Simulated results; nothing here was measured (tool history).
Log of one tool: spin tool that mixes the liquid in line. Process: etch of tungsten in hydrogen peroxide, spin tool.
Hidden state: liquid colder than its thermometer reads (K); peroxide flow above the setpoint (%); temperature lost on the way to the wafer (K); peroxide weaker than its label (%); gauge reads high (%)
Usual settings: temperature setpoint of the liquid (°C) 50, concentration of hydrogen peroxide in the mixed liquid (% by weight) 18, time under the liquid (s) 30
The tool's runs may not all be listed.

run	day	temperature setpoint of the liquid (°C)	concentration of hydrogen peroxide in the mixed liquid (% by weight)	time under the liquid (s)	wafers since the last listed run	hours since the thermometer was replaced	hours since the peroxide flow meter was replaced	hours since the heated supply line was repaired	hours since the drum of peroxide was connected	hours since the gauge calibration	read-back film thickness of the tungsten reference wafer, read on the same gauge (nm)	thickness taken off the tungsten on a monitor wafer (nm)
1	0	57	18	30	0	1673.6	1403	609.6	883	131.3	59.97	55.47
2	0.596	57	18	30	115	1687.9	1417.3	623.9	897.3	145.6	60.03	54.22
3	1.683	57	18	30	210	1714	1443.4	650	923.4	171.7	60.01	55.3
4	2.525	50	18	30	162	1734.2	1463.6	670.2	943.6	191.9	59.97	35.89
5	3.871	50	18	30	260	1766.5	1495.9	702.5	975.9	224.2	59.99	35.45
6	6.479	50	18	30	504	1829.1	1558.5	765.1	1038.5	286.8	60	35.44
7	7.85	50	18	30	265	1862	1591.4	798	1071.4	319.7	59.98	35.6
8	8.362	50	18	30	99	1874.3	1603.7	810.3	1083.7	332	59.99	35.37
9	9.642	50	18	20	247	1905	1634.4	841	1114.4	362.7	60	23.41
10	10.538	50	18	30	173	1926.5	1655.9	862.5	1135.9	384.2	60	35.14
11	11.904	50	18	30	264	1959.3	1688.7	895.3	1168.7	417	60	34.85
# day 13.021: heated supply line repaired
12	13.196	50	18	30	241	1990.3	1719.7	4.2	1199.7	448	59.97	38.35
# day 14.058: peroxide flow meter replaced
13	14.171	50	18	30	180	2013.7	2.7	27.6	1223.1	471.4	60	37.43
# day 14.75: new drum of peroxide connected
# day 15.288: gauge calibrated
14	15.3	50	18	30	210	2040.8	29.8	54.7	13.2	0.3	59.99	37.56
15	16.212	50	13.5	30	176	2062.7	51.7	76.6	35.1	22.2	60	32.48
# day 17.45: thermometer replaced
16	17.667	45	12.5	20	273	5.2	86.6	111.5	70	57.1	60	15.32
17	18.238	50	18	25	110	18.9	100.3	125.2	83.7	70.8	60.03	31.03
18	19.696	58	14.5	20	282	53.9	135.3	160.2	118.7	105.8	59.99	35.96
19	21.046	44	16	30	261	86.3	167.7	192.6	151.1	138.2	60.04	24.08
20	22.317	50	18	30	245	116.8	198.2	223.1	181.6	168.7	59.98	37.77
21	23.233	50	18	30	177	138.8	220.2	245.1	203.6	190.7	60.01	36.98
22	24.292	41.5	20.5	30	204	164.2	245.6	270.5	229	216.1	60.02	22.86
23	25.492	54	13	45	232	193	274.4	299.3	257.8	244.9	59.98	59.94
24	26.496	50	21.5	30	194	217.1	298.5	323.4	281.9	269	59.97	40.67
25	27.212	42	21	25	138	234.3	315.7	340.6	299.1	286.2	60.03	20.01

4 ways to go on from here, each from the tool as it stands after run 25. What would each give?
A	27.229	50	18	30	3	234.7	316.1	341	299.5	286.6	?	?
B	27.229	42	18	30	3	234.7	316.1	341	299.5	286.6	?	?
C	27.229	54.5	23	35	3	234.7	316.1	341	299.5	286.6	?	?
D	27.229	41.5	13	20	3	234.7	316.1	341	299.5	286.6	?	?

run	read-back film thickness of the tungsten reference wafer, read on the same gauge (nm)	thickness taken off the tungsten on a monitor wafer (nm)
A	60.02	36.32
B	60.02	21.95
C	60.02	62.91
D	60.02	12.04
Without the tool's hidden state the same runs would have given:
run	thickness taken off the tungsten on a monitor wafer (nm)
A	38.13
B	23.09
C	65.95
D	12.67
